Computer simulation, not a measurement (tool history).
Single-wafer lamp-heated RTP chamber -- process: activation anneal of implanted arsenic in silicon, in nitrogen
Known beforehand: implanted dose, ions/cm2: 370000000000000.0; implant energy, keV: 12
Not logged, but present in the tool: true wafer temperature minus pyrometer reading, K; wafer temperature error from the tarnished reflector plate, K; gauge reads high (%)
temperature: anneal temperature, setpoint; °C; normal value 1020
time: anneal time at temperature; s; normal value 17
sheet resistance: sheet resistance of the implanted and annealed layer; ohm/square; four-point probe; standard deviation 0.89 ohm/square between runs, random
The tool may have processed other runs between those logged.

| run | hour | temperature | time | wafers since the last listed run | wafers since the last pyrometer calibration | wafers since the reflector plate was cleaned | hours since the gauge calibration | read-back reference wafer on the same gauge, sheet resistance | sheet resistance |
|---|---|---|---|---|---|---|---|---|---|
| 1 | 0.0 | 1020 | 14 | 0 | 1865 | 8136 | 532.3 | 316.46 | 283.67 |
| 2 | 15.8 | 1020 | 17 | 178 | 2043 | 8314 | 548.1 | 316.74 | 282.67 |
| 3 | 33.1 | 1020 | 17 | 195 | 2238 | 8509 | 565.4 | 316.49 | 281.78 |
| 4 | 48.9 | 1020 | 17 | 178 | 2416 | 8687 | 581.2 | 316.96 | 281.76 |
| 5 | 56.0 | 1036 | 21 | 80 | 2496 | 8768 | 588.3 | 316.86 | 275.55 |
| 6 | 67.2 | 1036 | 21 | 126 | 2623 | 8894 | 599.5 | 316.60 | 277.84 |
| 7 | 81.2 | 1036 | 21 | 157 | 2781 | 9052 | 613.5 | 316.74 | 277.20 |
| 8 | 94.1 | 1020 | 17 | 145 | 2926 | 9197 | 626.4 | 317.07 | 281.38 |
|  | 143.4 | gauge calibrated |
| 9 | 147.5 | 1020 | 23 | 602 | 3529 | 9800 | 4.1 | 317.54 | 279.03 |
| 10 | 161.4 | 1020 | 23 | 156 | 3686 | 9957 | 18.0 | 316.82 | 278.86 |
| 11 | 176.9 | 1020 | 17 | 174 | 3860 | 10132 | 33.5 | 317.06 | 280.87 |
| 12 | 186.9 | 1020 | 10 | 112 | 3973 | 10244 | 43.5 | 316.67 | 288.07 |
| 13 | 196.6 | 1020 | 10 | 109 | 4083 | 10354 | 53.2 | 317.28 | 286.27 |
| 14 | 211.9 | 1020 | 10 | 172 | 4255 | 10526 | 68.5 | 316.46 | 284.45 |
| 15 | 224.3 | 1010 | 17 | 139 | 4395 | 10666 | 80.9 | 316.91 | 285.30 |
| 16 | 247.2 | 1010 | 17 | 258 | 4654 | 10925 | 103.8 | 317.30 | 283.47 |
| 17 | 257.0 | 1020 | 22 | 110 | 4764 | 11035 | 113.6 | 317.03 | 280.03 |
| 18 | 263.0 | 1020 | 17 | 67 | 4832 | 11103 | 119.6 | 317.36 | 281.90 |
| 19 | 280.3 | 1035 | 23 | 195 | 5027 | 11298 | 136.9 | 316.85 | 276.66 |
| 20 | 293.2 | 998 | 9 | 145 | 5173 | 11444 | 149.8 | 316.97 | 290.05 |
| 21 | 311.0 | 1020 | 17 | 200 | 5373 | 11645 | 167.6 | 316.86 | 283.02 |
| 22 | 317.2 | 1020 | 25 | 69 | 5443 | 11715 | 173.8 | 316.91 | 279.26 |
| 23 | 324.8 | 1020 | 17 | 85 | 5529 | 11800 | 181.4 | 317.48 | 281.71 |
| 24 | 335.9 | 1009 | 10 | 125 | 5654 | 11925 | 192.5 | 317.01 | 287.90 |
|  | 346.7 | pyrometer window cleaned and pyrometer calibrated |
| 25 | 347.2 | 1020 | 22 | 37 | 5 | 11963 | 203.8 | 316.69 | 278.42 |
| 26 | 360.1 | 1002 | 8 | 145 | 151 | 12108 | 216.7 | 316.97 | 289.93 |
| 27 | 372.8 | 1049 | 11 | 143 | 294 | 12252 | 229.4 | 317.15 | 282.18 |
| 28 | 386.5 | 998 | 21 | 154 | 449 | 12406 | 243.1 | 316.73 | 283.41 |
|  | 397.2 | reflector plate cleaned |
| 29 | 403.7 | 1020 | 11 | 103 | 553 | 73 | 260.3 | 317.18 | 285.69 |
| 30 | 415.6 | 994 | 11 | 134 | 687 | 207 | 272.2 | 316.97 | 290.98 |
| 31 | 428.0 | 1020 | 17 | 139 | 827 | 347 | 284.6 | 317.18 | 280.64 |
| 32 | 442.9 | 1020 | 17 | 168 | 995 | 515 | 299.5 | 317.30 | 281.13 |
| 33 | 472.1 | 995 | 13 | 329 | 1324 | 845 | 328.7 | 316.78 | 287.11 |
| 34 | 489.8 | 1038 | 17 | 199 | 1524 | 1044 | 346.4 | 316.72 | 278.17 |
| 35 | 506.9 | 1042 | 22 | 192 | 1717 | 1237 | 363.5 | 317.19 | 274.39 |
| 36 | 520.2 | 1048 | 26 | 150 | 1867 | 1387 | 376.8 | 317.27 | 268.72 |
| 37 | 531.0 | 1012 | 22 | 121 | 1989 | 1509 | 387.6 | 316.36 | 280.19 |
| 38 | 543.0 | 1020 | 24 | 135 | 2124 | 1645 | 399.6 | 316.88 | 279.69 |

Describe how what the log doesn't record of the tool's condition differs between the last listed run preceding each entry between runs and the first listed run following it.
Runs 8 to 9: gauge calibrated (hour 143.4)
  both runs share identical hidden conditions
Runs 24 to 25: pyrometer window cleaned and pyrometer calibrated (hour 346.7)
  both runs share identical hidden conditions
Runs 28 to 29: reflector plate cleaned (hour 397.2)
  both runs share identical hidden conditions
